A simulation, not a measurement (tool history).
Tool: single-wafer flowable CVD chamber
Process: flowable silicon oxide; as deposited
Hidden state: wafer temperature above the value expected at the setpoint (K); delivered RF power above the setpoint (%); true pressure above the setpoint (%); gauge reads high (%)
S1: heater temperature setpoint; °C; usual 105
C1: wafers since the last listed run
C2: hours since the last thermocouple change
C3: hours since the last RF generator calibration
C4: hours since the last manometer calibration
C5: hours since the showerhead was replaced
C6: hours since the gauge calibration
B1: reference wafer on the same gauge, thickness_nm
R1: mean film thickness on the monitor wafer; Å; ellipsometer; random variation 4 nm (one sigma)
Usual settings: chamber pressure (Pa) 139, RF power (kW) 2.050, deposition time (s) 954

Run 1, hour 0.0: usual settings but S1 115 °C, deposition time (s) 870; C1 0; C2 2225.3; C3 432.7; C4 1494.4; C5 2886.4; C6 709.0; B1 769.912. Result: R1 4918.28 Å.
Run 2, hour 68.2: usual settings but deposition time (s) 895; C1 90; C2 2293.5; C3 500.9; C4 1562.6; C5 2954.6; C6 777.2; B1 771.429. Result: R1 7193.57 Å.
Run 3, hour 119.3: usual settings but deposition time (s) 895; C1 67; C2 2344.6; C3 552.0; C4 1613.7; C5 3005.7; C6 828.3; B1 772.273. Result: R1 7239.91 Å.
Run 4, hour 173.9: usual settings; C1 72; C2 2399.2; C3 606.6; C4 1668.3; C5 3060.3; C6 882.9; B1 773.711. Result: R1 7766.97 Å.
Run 5, hour 211.3: usual settings; C1 49; C2 2436.6; C3 644.0; C4 1705.7; C5 3097.7; C6 920.3; B1 774.926. Result: R1 7739.94 Å.
At hour 247.0: gauge calibrated.
Run 6, hour 276.4: usual settings; C1 85; C2 2501.7; C3 709.1; C4 1770.8; C5 3162.8; C6 29.4; B1 753.521. Result: R1 7474.88 Å.
Run 7, hour 332.9: usual settings; C1 74; C2 2558.2; C3 765.6; C4 1827.3; C5 3219.3; C6 85.9; B1 753.849. Result: R1 7557.22 Å.
Run 8, hour 423.6: usual settings; C1 119; C2 2648.9; C3 856.3; C4 1918.0; C5 3310.0; C6 176.6; B1 756.528. Result: R1 7585.03 Å.
At hour 452.0: RF generator calibrated.
Run 9, hour 486.2: usual settings; C1 72; C2 2711.5; C3 34.2; C4 1980.6; C5 3372.6; C6 239.2; B1 757.744. Result: R1 7576.18 Å.
Run 10, hour 532.1: usual settings; C1 60; C2 2757.4; C3 80.1; C4 2026.5; C5 3418.5; C6 285.1; B1 759.253. Result: R1 7611.67 Å.
Run 11, hour 575.0: usual settings but chamber pressure (Pa) 112; C1 56; C2 2800.3; C3 123.0; C4 2069.4; C5 3461.4; C6 328.0; B1 759.349. Result: R1 6067.06 Å.
Run 12, hour 616.1: usual settings but S1 110 °C, chamber pressure (Pa) 167, deposition time (s) 807; C1 54; C2 2841.4; C3 164.1; C4 2110.5; C5 3502.5; C6 369.1; B1 760.490. Result: R1 6379.51 Å.
Run 13, hour 677.6: usual settings but chamber pressure (Pa) 152, deposition time (s) 1052; C1 81; C2 2902.9; C3 225.6; C4 2172.0; C5 3564.0; C6 430.6; B1 761.252. Result: R1 9107.56 Å.
Run 14, hour 714.4: usual settings but S1 99 °C, chamber pressure (Pa) 149, RF power (kW) 1.700, deposition time (s) 1070; C1 48; C2 2939.7; C3 262.4; C4 2208.8; C5 3600.8; C6 467.4; B1 763.077. Result: R1 11028.70 Å.
At hour 738.5: thermocouple changed; heater temperature recalibrated.
Run 15, hour 748.4: usual settings; C1 34; C2 9.9; C3 296.4; C4 2242.8; C5 3634.8; C6 501.4; B1 763.635. Result: R1 7547.86 Å.
Run 16, hour 805.4: usual settings; C1 75; C2 66.9; C3 353.4; C4 2299.8; C5 3691.8; C6 558.4; B1 764.712. Result: R1 7627.79 Å.
At hour 847.1: showerhead replaced.
At hour 847.8: capacitance manometer re-zeroed and calibrated.
Run 17, hour 848.3: usual settings but deposition time (s) 1091; C1 45; C2 109.8; C3 396.3; C4 0.5; C5 1.2; C6 601.3; B1 766.038. Result: R1 8780.84 Å.
Run 18, hour 878.0: usual settings but chamber pressure (Pa) 165, RF power (kW) 1.870, deposition time (s) 1116; C1 39; C2 139.5; C3 426.0; C4 30.2; C5 30.9; C6 631.0; B1 765.616. Result: R1 10387.07 Å.
Run 19, hour 934.9: usual settings but S1 91 °C, chamber pressure (Pa) 160, RF power (kW) 2.230, deposition time (s) 1079; C1 75; C2 196.4; C3 482.9; C4 87.1; C5 87.8; C6 687.9; B1 767.856. Result: R1 17134.94 Å.
Run 20, hour 959.1: usual settings but S1 92 °C, chamber pressure (Pa) 155; C1 31; C2 220.6; C3 507.1; C4 111.3; C5 112.0; C6 712.1; B1 768.040. Result: R1 13978.68 Å.
Run 21, hour 985.5: usual settings but deposition time (s) 895; C1 34; C2 247.0; C3 533.5; C4 137.7; C5 138.4; C6 738.5; B1 768.336. Result: R1 7197.03 Å.
Run 22, hour 1027.0: usual settings but chamber pressure (Pa) 152; C1 54; C2 288.5; C3 575.0; C4 179.2; C5 179.9; C6 780.0; B1 770.290. Result: R1 8419.38 Å.
At hour 1047.2: gauge calibrated.
Run 23, hour 1063.7: usual settings but RF power (kW) 1.835, deposition time (s) 820; C1 48; C2 325.2; C3 611.7; C4 215.9; C5 216.6; C6 16.5; B1 753.632. Result: R1 6361.80 Å.
Run 24, hour 1089.8: usual settings but S1 92 °C, deposition time (s) 1005; C1 34; C2 351.3; C3 637.8; C4 242.0; C5 242.7; C6 42.6; B1 754.500. Result: R1 12984.12 Å.
Run 25, hour 1116.1: usual settings but chamber pressure (Pa) 169, deposition time (s) 1063; C1 34; C2 377.6; C3 664.1; C4 268.3; C5 269.0; C6 68.9; B1 755.919. Result: R1 10190.73 Å.
Run 26, hour 1156.0: usual settings but S1 114 °C, chamber pressure (Pa) 165, RF power (kW) 2.175, deposition time (s) 770; C1 52; C2 417.5; C3 704.0; C4 308.2; C5 308.9; C6 108.8; B1 755.176. Result: R1 5252.82 Å.
Run 27, hour 1207.0: usual settings but chamber pressure (Pa) 124, RF power (kW) 2.410; C1 67; C2 468.5; C3 755.0; C4 359.2; C5 359.9; C6 159.8; B1 755.484. Result: R1 6862.29 Å.
Run 28, hour 1241.1: usual settings; C1 45; C2 502.6; C3 789.1; C4 393.3; C5 394.0; C6 193.9; B1 757.760. Result: R1 7558.19 Å.

4 ways to go on from here, each from the tool as it stands after run 28. What would each give?
Run A, hour 1241.8: usual settings; C1 0; C2 503.3; C3 789.8; C4 394.0; C5 394.7; C6 194.6; B1 ?. Result: R1 ?.
Run B, hour 1241.8: usual settings but S1 114 °C; C1 0; C2 503.3; C3 789.8; C4 394.0; C5 394.7; C6 194.6; B1 ?. Result: R1 ?.
Run C, hour 1241.8: usual settings but chamber pressure (Pa) 108, deposition time (s) 845; C1 0; C2 503.3; C3 789.8; C4 394.0; C5 394.7; C6 194.6; B1 ?. Result: R1 ?.
Run D, hour 1241.8: usual settings but S1 100 °C, RF power (kW) 1.875; C1 0; C2 503.3; C3 789.8; C4 394.0; C5 394.7; C6 194.6; B1 ?. Result: R1 ?.

run       B1       R1
  A  758.526  7559.54
  B  758.526  5442.52
  C  758.526  5170.05
  D  758.526  8974.94
Without the tool's hidden state the same runs would have given:
run       R1
  A  7521.82
  B  5415.37
  C  5144.26
  D  8930.16
